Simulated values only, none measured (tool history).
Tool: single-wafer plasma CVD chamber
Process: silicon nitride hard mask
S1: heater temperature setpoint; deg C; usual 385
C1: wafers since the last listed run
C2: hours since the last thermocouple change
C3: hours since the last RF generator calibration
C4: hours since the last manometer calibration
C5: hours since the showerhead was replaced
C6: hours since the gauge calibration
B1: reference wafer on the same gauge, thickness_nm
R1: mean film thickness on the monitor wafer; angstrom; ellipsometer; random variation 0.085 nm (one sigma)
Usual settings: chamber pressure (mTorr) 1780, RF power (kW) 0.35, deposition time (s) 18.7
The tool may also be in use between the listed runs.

run 1 hour=0 | S1=385 chamber_pressure_(mTorr)=1780 RF_power_(kW)=0.35 deposition_time_(s)=18.7 | C1=0 C2=1727.7 C3=1212.8 C4=519 C5=4435.4 C6=3144.3 | B1=20.278 | R1=233.7
run 2 hour=183.2 | S1=385 chamber_pressure_(mTorr)=1780 RF_power_(kW)=0.35 deposition_time_(s)=18.7 | C1=4800 C2=1910.9 C3=1396 C4=702.2 C5=4618.6 C6=3327.5 | B1=20.307 | R1=233.44
run 3 hour=290 | S1=385 chamber_pressure_(mTorr)=1780 RF_power_(kW)=0.35 deposition_time_(s)=16.3 | C1=2798 C2=2017.7 C3=1502.8 C4=809 C5=4725.4 C6=3434.3 | B1=20.303 | R1=203.79
run 4 hour=363.2 | S1=393 chamber_pressure_(mTorr)=1780 RF_power_(kW)=0.35 deposition_time_(s)=19.7 | C1=1918 C2=2090.9 C3=1576 C4=882.2 C5=4798.6 C6=3507.5 | B1=20.289 | R1=245.72
-- hour=401 thermocouple changed; heater temperature recalibrated
run 5 hour=408.4 | S1=395 chamber_pressure_(mTorr)=1480 RF_power_(kW)=0.35 deposition_time_(s)=17.2 | C1=974 C2=7.4 C3=1621.2 C4=927.4 C5=4843.8 C6=3552.7 | B1=20.28 | R1=198.6
-- hour=442.7 gauge calibrated
run 6 hour=465.4 | S1=385 chamber_pressure_(mTorr)=1780 RF_power_(kW)=0.35 deposition_time_(s)=21.1 | C1=1493 C2=64.4 C3=1678.2 C4=984.4 C5=4900.8 C6=22.7 | B1=20.288 | R1=264.81
run 7 hour=520.8 | S1=390 chamber_pressure_(mTorr)=1370 RF_power_(kW)=0.35 deposition_time_(s)=20.1 | C1=1451 C2=119.8 C3=1733.6 C4=1039.8 C5=4956.2 C6=78.1 | B1=20.288 | R1=220.53
-- hour=557.3 showerhead replaced, of another model than before
run 8 hour=575.6 | S1=385 chamber_pressure_(mTorr)=1780 RF_power_(kW)=0.3 deposition_time_(s)=22.2 | C1=1226 C2=174.6 C3=1788.4 C4=1094.6 C5=18.3 C6=132.9 | B1=20.312 | R1=255.91
run 9 hour=682.9 | S1=393 chamber_pressure_(mTorr)=1780 RF_power_(kW)=0.35 deposition_time_(s)=19.7 | C1=2811 C2=281.9 C3=1895.7 C4=1201.9 C5=125.6 C6=240.2 | B1=20.306 | R1=244.8
run 10 hour=739.8 | S1=394 chamber_pressure_(mTorr)=1780 RF_power_(kW)=0.35 deposition_time_(s)=18.7 | C1=1490 C2=338.8 C3=1952.6 C4=1258.8 C5=182.5 C6=297.1 | B1=20.307 | R1=232.03
-- hour=782 capacitance manometer re-zeroed and calibrated
run 11 hour=782.5 | S1=385 chamber_pressure_(mTorr)=1780 RF_power_(kW)=0.35 deposition_time_(s)=18.7 | C1=909 C2=381.5 C3=1995.3 C4=0.5 C5=225.2 C6=339.8 | B1=20.277 | R1=229.26
run 12 hour=837.5 | S1=378 chamber_pressure_(mTorr)=1990 RF_power_(kW)=0.285 deposition_time_(s)=16.1 | C1=1441 C2=436.5 C3=2050.3 C4=55.5 C5=280.2 C6=394.8 | B1=20.302 | R1=184.92
run 13 hour=962.9 | S1=385 chamber_pressure_(mTorr)=1780 RF_power_(kW)=0.35 deposition_time_(s)=21.4 | C1=3285 C2=561.9 C3=2175.7 C4=180.9 C5=405.6 C6=520.2 | B1=20.309 | R1=262.16
run 14 hour=1048.2 | S1=374 chamber_pressure_(mTorr)=1780 RF_power_(kW)=0.35 deposition_time_(s)=18.7 | C1=2235 C2=647.2 C3=2261 C4=266.2 C5=490.9 C6=605.5 | B1=20.293 | R1=230.54
run 15 hour=1085.9 | S1=376 chamber_pressure_(mTorr)=1780 RF_power_(kW)=0.35 deposition_time_(s)=18.7 | C1=987 C2=684.9 C3=2298.7 C4=303.9 C5=528.6 C6=643.2 | B1=20.312 | R1=231.71
-- hour=1110.4 RF generator calibrated
run 16 hour=1131.2 | S1=390 chamber_pressure_(mTorr)=1570 RF_power_(kW)=0.305 deposition_time_(s)=17.5 | C1=977 C2=730.2 C3=20.8 C4=349.2 C5=573.9 C6=688.5 | B1=20.288 | R1=195.15
run 17 hour=1190.9 | S1=379 chamber_pressure_(mTorr)=1650 RF_power_(kW)=0.305 deposition_time_(s)=15.8 | C1=1564 C2=789.9 C3=80.5 C4=408.9 C5=633.6 C6=748.2 | B1=20.291 | R1=179.86
run 18 hour=1283.6 | S1=390 chamber_pressure_(mTorr)=1570 RF_power_(kW)=0.305 deposition_time_(s)=17.5 | C1=2429 C2=882.6 C3=173.2 C4=501.6 C5=726.3 C6=840.9 | B1=20.301 | R1=195.04
run 19 hour=1320.1 | S1=374 chamber_pressure_(mTorr)=1400 RF_power_(kW)=0.35 deposition_time_(s)=22.1 | C1=956 C2=919.1 C3=209.7 C4=538.1 C5=762.8 C6=877.4 | B1=20.31 | R1=258.79
run 20 hour=1413.4 | S1=393 chamber_pressure_(mTorr)=1780 RF_power_(kW)=0.35 deposition_time_(s)=18.7 | C1=2444 C2=1012.4 C3=303 C4=631.4 C5=856.1 C6=970.7 | B1=20.28 | R1=231.57
run 21 hour=1485.4 | S1=385 chamber_pressure_(mTorr)=1780 RF_power_(kW)=0.35 deposition_time_(s)=18.7 | C1=1886 C2=1084.4 C3=375 C4=703.4 C5=928.1 C6=1042.7 | B1=20.289 | R1=232.38
run 22 hour=1577.9 | S1=394 chamber_pressure_(mTorr)=1590 RF_power_(kW)=0.35 deposition_time_(s)=18.7 | C1=2423 C2=1176.9 C3=467.5 C4=795.9 C5=1020.6 C6=1135.2 | B1=20.295 | R1=224.85
run 23 hour=1623.2 | S1=385 chamber_pressure_(mTorr)=1780 RF_power_(kW)=0.35 deposition_time_(s)=18.7 | C1=1187 C2=1222.2 C3=512.8 C4=841.2 C5=1065.9 C6=1180.5 | B1=20.299 | R1=232.06
run 24 hour=1696.3 | S1=393 chamber_pressure_(mTorr)=1450 RF_power_(kW)=0.35 deposition_time_(s)=21 | C1=1915 C2=1295.3 C3=585.9 C4=914.3 C5=1139 C6=1253.6 | B1=20.272 | R1=247.45

Forecast run 25:
run 25 hour=1742.4 | S1=385 chamber_pressure_(mTorr)=1780 RF_power_(kW)=0.35 deposition_time_(s)=18.7 | C1=1207 C2=1341.4 C3=632 C4=960.4 C5=1185.1 C6=1299.7 | B1=? | R1=?

Run 25 gave B1 20.279, R1 230.61 angstrom.
Without the tool's hidden state the same run would have given R1 227.94 angstrom.
